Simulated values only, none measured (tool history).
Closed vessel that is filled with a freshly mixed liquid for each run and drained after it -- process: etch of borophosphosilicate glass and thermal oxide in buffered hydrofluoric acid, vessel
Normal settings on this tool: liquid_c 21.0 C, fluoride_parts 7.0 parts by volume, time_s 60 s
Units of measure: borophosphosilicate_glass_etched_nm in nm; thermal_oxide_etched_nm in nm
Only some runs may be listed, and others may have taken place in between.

run,hour,liquid_c,fluoride_parts,time_s,wafers since the last listed run,hours since the thermometer was replaced,hours since the hydrofluoric acid flow meter was replaced,hours since the gauge calibration,"read-back film thickness of the borophosphosilicate glass reference wafer, read on the same gauge (nm)","read-back film thickness of the thermal oxide reference wafer, read on the same gauge (nm)",borophosphosilicate_glass_etched_nm,thermal_oxide_etched_nm
1,0.0,17.0,7.0,60,0,1547.5,1914.1,119.7,80.02,59.97,82.56,74.25
2,6.4,21.0,7.0,60,663,1553.9,1920.5,126.1,79.98,60.01,103.68,92.87
3,13.0,21.0,7.0,60,683,1560.5,1927.1,132.7,79.96,60.01,102.85,93.39
4,30.8,25.0,7.0,60,1844,1578.3,1944.9,150.5,80.02,59.99,127.61,115.49
5,45.9,19.0,7.0,60,1564,1593.4,1960.0,165.6,80.00,59.99,93.76,83.28
6,55.7,19.0,7.0,60,1015,1603.2,1969.8,175.4,79.95,59.98,94.40,83.61
7,68.2,19.0,7.0,60,1295,1615.7,1982.3,187.9,79.99,60.03,93.49,84.26
8,106.6,21.0,7.0,60,3979,1654.1,2020.7,226.3,79.99,59.97,104.45,93.82
# hour 112.6: thermometer replaced
9,119.1,21.0,7.0,60,1191,6.5,2033.2,238.8,79.97,60.00,94.33,83.86
10,127.0,25.5,7.0,60,818,14.4,2041.1,246.7,80.03,60.03,118.99,107.53
11,140.7,17.0,8.5,60,1419,28.1,2054.8,260.4,80.01,60.05,61.22,54.93
# hour 152.9: hydrofluoric acid flow meter replaced
12,153.4,21.0,7.0,60,1212,40.8,0.5,273.1,80.01,60.01,94.22,84.36
13,170.4,18.5,5.0,60,1761,57.8,17.5,290.1,80.02,60.01,110.09,98.31
14,188.1,24.5,7.0,60,1834,75.5,35.2,307.8,80.01,59.99,113.46,101.55
15,201.4,21.0,5.0,40,1378,88.8,48.5,321.1,80.02,60.02,84.21,75.73
16,211.0,21.0,7.0,60,994,98.4,58.1,330.7,80.02,59.94,93.66,84.66
# hour 217.8: gauge calibrated
17,220.2,17.0,9.5,60,953,107.6,67.3,2.4,79.97,59.99,55.69,49.65
18,237.9,22.5,7.0,60,1834,125.3,85.0,20.1,80.02,60.01,103.02,92.08
19,248.5,21.0,7.0,60,1098,135.9,95.6,30.7,80.03,60.01,94.30,84.66
20,257.9,21.0,5.0,85,974,145.3,105.0,40.1,80.03,59.98,182.91,161.09
21,270.0,24.0,5.0,90,1253,157.4,117.1,52.2,80.03,60.01,224.76,199.43
22,276.5,24.5,5.0,35,673,163.9,123.6,58.7,79.95,60.03,90.78,79.91
23,293.8,19.5,8.0,30,1792,181.2,140.9,76.0,80.07,60.01,37.30,33.98
24,311.6,22.5,6.0,60,1844,199.0,158.7,93.8,79.97,60.02,119.11,105.89
25,324.2,21.0,5.0,60,1305,211.6,171.3,106.4,80.01,59.98,128.33,113.73
26,336.9,21.0,7.0,30,1316,224.3,184.0,119.1,80.01,60.00,47.38,42.80

Hidden state, per run?
hydrofluoric acid flow above the setpoint (%): 0 on each run
gauge reads high (%): 0 on each run
H1: liquid hotter than its thermometer reads (K)
run,H1
1,2.38
2,2.39
3,2.4
4,2.43
5,2.45
6,2.46
7,2.48
8,2.54
9,0.54
10,0.551
11,0.571
12,0.59
13,0.615
14,0.641
15,0.66
16,0.674
17,0.688
18,0.714
19,0.729
20,0.743
21,0.761
22,0.77
23,0.795
24,0.821
25,0.84
26,0.858
